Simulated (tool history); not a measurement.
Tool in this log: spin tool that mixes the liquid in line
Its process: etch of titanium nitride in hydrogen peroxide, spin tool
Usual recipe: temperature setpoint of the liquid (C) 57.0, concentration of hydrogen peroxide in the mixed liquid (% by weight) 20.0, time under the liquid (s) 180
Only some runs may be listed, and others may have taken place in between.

run   hour  temperature setpoint of the liquid (C)  concentration of hydrogen peroxide in the mixed liquid (% by weight)  time under the liquid (s)  wafers since the last listed run  hours since the thermometer was replaced  hours since the peroxide flow meter was replaced  hours since the heated supply line was repaired  hours since the drum of peroxide was connected  hours since the gauge calibration  read-back film thickness of the titanium nitride reference wafer, read on the same gauge (nm)  thickness taken off the titanium nitride on a monitor wafer (nm)
  1    0.0                                    57.0                                                                  20.0                        180                                 0                                      15.5                                            2276.4                                           1318.1                                            19.5                              405.8                                                                                         100.01                                                             18.46
       0.1  -- gauge calibrated
  2    7.5                                    57.0                                                                  20.0                        180                                70                                      23.0                                            2283.9                                           1325.6                                            27.0                                7.4                                                                                          99.95                                                             18.39
  3   24.1                                    57.0                                                                  20.0                        250                               155                                      39.6                                            2300.5                                           1342.2                                            43.6                               24.0                                                                                          99.99                                                             25.56
      26.7  -- peroxide flow meter replaced
  4   39.8                                    57.0                                                                  20.0                        250                               137                                      55.3                                              13.1                                           1357.9                                            59.3                               39.7                                                                                         100.01                                                             25.42
  5   51.8                                    57.0                                                                  20.0                        180                               112                                      67.3                                              25.1                                           1369.9                                            71.3                               51.7                                                                                          99.99                                                             18.21
  6   73.8                                    57.0                                                                  22.5                        145                               206                                      89.3                                              47.1                                           1391.9                                            93.3                               73.7                                                                                         100.04                                                             15.29
  7   82.0                                    52.5                                                                  17.0                        105                                76                                      97.5                                              55.3                                           1400.1                                           101.5                               81.9                                                                                         100.05                                                              7.47
  8   90.9                                    57.0                                                                  20.0                        125                                83                                     106.4                                              64.2                                           1409.0                                           110.4                               90.8                                                                                         100.01                                                             12.73
  9  106.3                                    47.5                                                                  20.0                        180                               144                                     121.8                                              79.6                                           1424.4                                           125.8                              106.2                                                                                          99.99                                                              9.40
 10  124.0                                    57.0                                                                  14.0                        180                               165                                     139.5                                              97.3                                           1442.1                                           143.5                              123.9                                                                                         100.01                                                             17.00
 11  137.2                                    57.0                                                                  20.0                        180                               123                                     152.7                                             110.5                                           1455.3                                           156.7                              137.1                                                                                          99.99                                                             18.46
 12  151.2                                    52.5                                                                  20.0                        265                               131                                     166.7                                             124.5                                           1469.3                                           170.7                              151.1                                                                                          99.95                                                             19.87
 13  162.0                                    57.0                                                                  20.0                        180                               101                                     177.5                                             135.3                                           1480.1                                           181.5                              161.9                                                                                          99.99                                                             18.43
 14  170.2                                    49.5                                                                  15.5                         95                                76                                     185.7                                             143.5                                           1488.3                                           189.7                              170.1                                                                                         100.00                                                              5.40
 15  178.1                                    57.0                                                                  15.5                        105                                74                                     193.6                                             151.4                                           1496.2                                           197.6                              178.0                                                                                          99.96                                                             10.17
 16  189.4                                    57.0                                                                  24.0                        180                               105                                     204.9                                             162.7                                           1507.5                                           208.9                              189.3                                                                                         100.01                                                             19.32
     192.2  -- heated supply line repaired
 17  228.0                                    57.0                                                                  20.0                        180                               352                                     243.5                                             201.3                                             35.8                                           247.5                              227.9                                                                                          99.98                                                             18.46
 18  236.9                                    63.0                                                                  21.5                        180                                83                                     252.4                                             210.2                                             44.7                                           256.4                              236.8                                                                                          99.99                                                             28.06
 19  254.6                                    57.0                                                                  20.0                        180                               165                                     270.1                                             227.9                                             62.4                                           274.1                              254.5                                                                                          99.95                                                             18.48
 20  269.1                                    47.0                                                                  25.5                         95                               135                                     284.6                                             242.4                                             76.9                                           288.6                              269.0                                                                                         100.02                                                              5.01
 21  280.0                                    64.0                                                                  26.0                        180                               102                                     295.5                                             253.3                                             87.8                                           299.5                              279.9                                                                                         100.01                                                             31.43
 22  292.0                                    49.5                                                                  23.5                        180                               112                                     307.5                                             265.3                                             99.8                                           311.5                              291.9                                                                                          99.99                                                             11.30
 23  298.8                                    54.5                                                                  22.0                        145                                63                                     314.3                                             272.1                                            106.6                                           318.3                              298.7                                                                                         100.03                                                             12.77
 24  316.3                                    63.5                                                                  25.0                        125                               164                                     331.8                                             289.6                                            124.1                                           335.8                              316.2                                                                                          99.99                                                             21.02
 25  333.4                                    57.0                                                                  17.0                        240                               160                                     348.9                                             306.7                                            141.2                                           352.9                              333.3                                                                                         100.03                                                             23.55

4 ways to go on from here, each from the tool as it stands after run 25. What would each give?
  A  333.9                                    49.0                                                                  20.0                        180                                 4                                     349.4                                             307.2                                            141.7                                           353.4                              333.8                                                                                              ?                                                                 ?
  B  333.9                                    59.5                                                                  20.0                        120                                 4                                     349.4                                             307.2                                            141.7                                           353.4                              333.8                                                                                              ?                                                                 ?
  C  333.9                                    66.0                                                                  20.0                        240                                 4                                     349.4                                             307.2                                            141.7                                           353.4                              333.8                                                                                              ?                                                                 ?
  D  333.9                                    65.0                                                                  17.0                         70                                 4                                     349.4                                             307.2                                            141.7                                           353.4                              333.8                                                                                              ?                                                                 ?

run  read-back film thickness of the titanium nitride reference wafer, read on the same gauge (nm)  thickness taken off the titanium nitride on a monitor wafer (nm)
  A                                                                                         100.01                                                             10.52
  B                                                                                         100.01                                                             14.68
  C                                                                                         100.01                                                             45.34
  D                                                                                         100.01                                                             11.96
Without the tool's unlogged condition, the same runs would have read:
run  thickness taken off the titanium nitride on a monitor wafer (nm)
  A                                                             10.52
  B                                                             14.68
  C                                                             45.34
  D                                                             11.96

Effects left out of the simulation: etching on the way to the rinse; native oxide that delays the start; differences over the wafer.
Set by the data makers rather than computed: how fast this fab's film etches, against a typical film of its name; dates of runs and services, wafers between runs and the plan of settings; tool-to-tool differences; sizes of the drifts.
